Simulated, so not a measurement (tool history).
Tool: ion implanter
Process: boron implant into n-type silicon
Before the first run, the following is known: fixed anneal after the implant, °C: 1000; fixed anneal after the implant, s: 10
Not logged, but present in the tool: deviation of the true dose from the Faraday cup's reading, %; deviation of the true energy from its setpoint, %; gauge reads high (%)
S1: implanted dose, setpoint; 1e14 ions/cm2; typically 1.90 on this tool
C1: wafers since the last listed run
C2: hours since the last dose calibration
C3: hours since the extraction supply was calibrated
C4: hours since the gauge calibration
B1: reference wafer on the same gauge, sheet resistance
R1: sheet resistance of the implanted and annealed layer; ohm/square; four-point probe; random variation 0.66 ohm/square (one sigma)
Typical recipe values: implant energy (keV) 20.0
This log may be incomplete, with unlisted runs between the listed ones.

run 1 day=0.000 | S1=1.90 implant_energy_(keV)=20.0 | C1=0 C2=757.6 C3=3164.5 C4=395.6 | B1=382.00 | R1=447.01
run 2 day=1.454 | S1=1.90 implant_energy_(keV)=20.0 | C1=636 C2=792.5 C3=3199.4 C4=430.5 | B1=381.99 | R1=448.77
run 3 day=1.992 | S1=1.90 implant_energy_(keV)=20.0 | C1=235 C2=805.4 C3=3212.3 C4=443.4 | B1=381.94 | R1=447.60
run 4 day=2.475 | S1=1.90 implant_energy_(keV)=18.5 | C1=211 C2=817.0 C3=3223.9 C4=455.0 | B1=382.03 | R1=453.68
run 5 day=3.188 | S1=1.90 implant_energy_(keV)=18.5 | C1=311 C2=834.1 C3=3241.0 C4=472.1 | B1=381.96 | R1=452.83
run 6 day=3.646 | S1=1.90 implant_energy_(keV)=18.5 | C1=200 C2=845.1 C3=3252.0 C4=483.1 | B1=381.99 | R1=453.36
run 7 day=4.154 | S1=1.90 implant_energy_(keV)=20.0 | C1=222 C2=857.3 C3=3264.2 C4=495.3 | B1=381.88 | R1=448.87
run 8 day=4.504 | S1=1.90 implant_energy_(keV)=20.0 | C1=153 C2=865.7 C3=3272.6 C4=503.7 | B1=381.97 | R1=448.44
run 9 day=5.238 | S1=1.90 implant_energy_(keV)=20.0 | C1=320 C2=883.3 C3=3290.2 C4=521.3 | B1=382.02 | R1=449.67
run 10 day=5.846 | S1=1.90 implant_energy_(keV)=17.0 | C1=266 C2=897.9 C3=3304.8 C4=535.9 | B1=382.07 | R1=458.20
run 11 day=6.217 | S1=1.90 implant_energy_(keV)=20.0 | C1=162 C2=906.8 C3=3313.7 C4=544.8 | B1=381.87 | R1=448.39
run 12 day=6.779 | S1=1.90 implant_energy_(keV)=20.0 | C1=246 C2=920.3 C3=3327.2 C4=558.3 | B1=382.04 | R1=449.61
run 13 day=7.304 | S1=2.01 implant_energy_(keV)=16.5 | C1=229 C2=932.9 C3=3339.8 C4=570.9 | B1=382.10 | R1=439.79
-- day=8.192 extraction supply calibrated
run 14 day=8.212 | S1=1.74 implant_energy_(keV)=20.0 | C1=251 C2=954.7 C3=0.5 C4=592.7 | B1=381.98 | R1=481.14
run 15 day=8.392 | S1=2.27 implant_energy_(keV)=23.5 | C1=78 C2=959.0 C3=4.8 C4=597.0 | B1=381.90 | R1=383.62
run 16 day=8.650 | S1=1.90 implant_energy_(keV)=20.0 | C1=113 C2=965.2 C3=11.0 C4=603.2 | B1=381.94 | R1=449.52
run 17 day=9.279 | S1=1.90 implant_energy_(keV)=20.0 | C1=275 C2=980.3 C3=26.1 C4=618.3 | B1=381.90 | R1=449.50
run 18 day=10.000 | S1=2.37 implant_energy_(keV)=15.5 | C1=315 C2=997.6 C3=43.4 C4=635.6 | B1=382.01 | R1=389.80
-- day=10.625 gauge calibrated
run 19 day=10.638 | S1=1.90 implant_energy_(keV)=26.0 | C1=278 C2=1012.9 C3=58.7 C4=0.3 | B1=382.01 | R1=434.65
run 20 day=11.112 | S1=2.24 implant_energy_(keV)=25.5 | C1=207 C2=1024.3 C3=70.1 C4=11.7 | B1=382.10 | R1=383.68
run 21 day=11.529 | S1=2.20 implant_energy_(keV)=20.0 | C1=182 C2=1034.3 C3=80.1 C4=21.7 | B1=381.99 | R1=401.23
-- day=12.529 Faraday cup replaced and dose calibrated
run 22 day=12.550 | S1=1.90 implant_energy_(keV)=18.5 | C1=300 C2=0.5 C3=104.6 C4=46.2 | B1=382.01 | R1=446.96
run 23 day=12.571 | S1=1.53 implant_energy_(keV)=26.0 | C1=9 C2=1.0 C3=105.1 C4=46.7 | B1=382.04 | R1=502.90
run 24 day=13.138 | S1=2.37 implant_energy_(keV)=20.0 | C1=247 C2=14.6 C3=118.7 C4=60.3 | B1=382.08 | R1=372.42
run 25 day=14.825 | S1=1.39 implant_energy_(keV)=17.5 | C1=738 C2=55.1 C3=159.2 C4=100.8 | B1=381.96 | R1=577.02
run 26 day=15.538 | S1=2.31 implant_energy_(keV)=23.5 | C1=311 C2=72.2 C3=176.3 C4=117.9 | B1=381.95 | R1=373.54
run 27 day=15.967 | S1=1.33 implant_energy_(keV)=25.5 | C1=187 C2=82.5 C3=186.6 C4=128.2 | B1=382.00 | R1=562.38
run 28 day=16.608 | S1=1.90 implant_energy_(keV)=25.5 | C1=280 C2=97.9 C3=202.0 C4=143.6 | B1=381.92 | R1=427.97
run 29 day=17.304 | S1=1.77 implant_energy_(keV)=20.0 | C1=304 C2=114.6 C3=218.7 C4=160.3 | B1=381.98 | R1=468.62
run 30 day=17.667 | S1=1.72 implant_energy_(keV)=15.5 | C1=158 C2=123.3 C3=227.4 C4=169.0 | B1=381.93 | R1=496.29
run 31 day=18.012 | S1=1.72 implant_energy_(keV)=20.0 | C1=151 C2=131.6 C3=235.7 C4=177.3 | B1=381.96 | R1=478.98
run 32 day=18.333 | S1=1.40 implant_energy_(keV)=17.0 | C1=140 C2=139.3 C3=243.4 C4=185.0 | B1=382.08 | R1=577.23
run 33 day=18.800 | S1=2.46 implant_energy_(keV)=15.0 | C1=204 C2=150.5 C3=254.6 C4=196.2 | B1=381.85 | R1=373.94
run 34 day=20.371 | S1=2.31 implant_energy_(keV)=20.0 | C1=687 C2=188.2 C3=292.3 C4=233.9 | B1=381.99 | R1=381.05
run 35 day=20.917 | S1=1.90 implant_energy_(keV)=20.0 | C1=238 C2=201.3 C3=305.4 C4=247.0 | B1=382.06 | R1=443.25
run 36 day=21.433 | S1=2.30 implant_energy_(keV)=15.0 | C1=226 C2=213.7 C3=317.8 C4=259.4 | B1=382.00 | R1=395.11
run 37 day=21.829 | S1=1.90 implant_energy_(keV)=20.0 | C1=173 C2=223.2 C3=327.3 C4=268.9 | B1=381.95 | R1=443.74

Hidden state at the last listed run before each entry between runs and at the first one after, where it differs:
Logged between run 13 and run 14: extraction supply calibrated (day 8.192)
  deviation of the true dose from the Faraday cup's reading, %: -1.98 -> -2.06
  measured minus no-state result, R1: +6.97 -> +7.76 ohm/square
Logged between run 18 and run 19: gauge calibrated (day 10.625)
  deviation of the true dose from the Faraday cup's reading, %: -2.23 -> -2.29
  measured minus no-state result, R1: +7.01 -> +7.58 ohm/square
Logged between run 21 and run 22: Faraday cup replaced and dose calibrated (day 12.529)
  deviation of the true dose from the Faraday cup's reading, %: -2.37 -> -0.238
  measured minus no-state result, R1: +7.55 -> +0.84 ohm/square
